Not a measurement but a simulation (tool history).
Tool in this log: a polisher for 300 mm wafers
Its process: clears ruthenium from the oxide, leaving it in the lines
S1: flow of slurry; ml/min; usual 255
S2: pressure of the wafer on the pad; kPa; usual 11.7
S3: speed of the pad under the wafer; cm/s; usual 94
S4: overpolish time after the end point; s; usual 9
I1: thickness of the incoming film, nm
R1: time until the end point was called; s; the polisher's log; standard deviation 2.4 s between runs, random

run     day   S1    S2   S3  S4     I1     R1
  1       0  255  11.7   94   9  104.5  142.9
      0.833  -- worn pad replaced by a new one
  2   2.258  255  11.7   94   9  105.7  144.2
  3   3.317  255  11.7   94   9  106.9  141.3
  4   4.342  255  11.7   94   9  104.5  144.2
      4.738  -- worn pad replaced by a new one
  5   5.675  255  11.7   94   9  107.4  155.1
  6   7.142  255  11.7   94   9  104.2  154.6
  7   8.008  255  11.7   94  11  104.9  162.8
      8.646  -- worn pad replaced by a new one, repeated, since the last time left the tool worse
  8   9.167  290  13.8   74  11  103.9  155.3
      9.958  -- head pressure recalibrated
  9  10.367  305   9.7   72  11  107.2  218.3
       11.1  -- slurry nozzle cleaned
 10  11.258  255  13.8   94   9  102.9  120.5
 11  12.371  255  10.3   94  11  103.9  160.5
 12  13.175  255  11.7   94   9  107.3  146.3
     13.504  -- worn pad replaced by a new one
 13  14.571  255  11.7   94   9  105.4  141.4
 14  15.317  190  11.7   94   9  106.6    146
 15  16.721  255     9  104  13  104.8  168.5

Some steps in R1 between neighbouring runs. How much of each would the tool show without its hidden state too (settings, what came in, random variation), and how much is left for the hidden state, with any gauge scatter that isn't in both results?
The tool's hidden condition here consists of: removal rate lost through wear of the pad, %; slurry flow missing at the pad, %; deviation of the head's pressure from its setpoint, %.
Run 7 -> 8: S1 255 -> 290, S2 11.7 -> 13.8, S3 94 -> 74, worn pad replaced by a new one, repeated, since the last time left the tool worse. R1 -7.5 s: hidden state -22.1, all else +14.6.
Run 9 -> 10: S1 305 -> 255, S2 9.7 -> 13.8, S3 72 -> 94, S4 11 -> 9, slurry nozzle cleaned. R1 -97.8 s: hidden state +0.2, all else -98.

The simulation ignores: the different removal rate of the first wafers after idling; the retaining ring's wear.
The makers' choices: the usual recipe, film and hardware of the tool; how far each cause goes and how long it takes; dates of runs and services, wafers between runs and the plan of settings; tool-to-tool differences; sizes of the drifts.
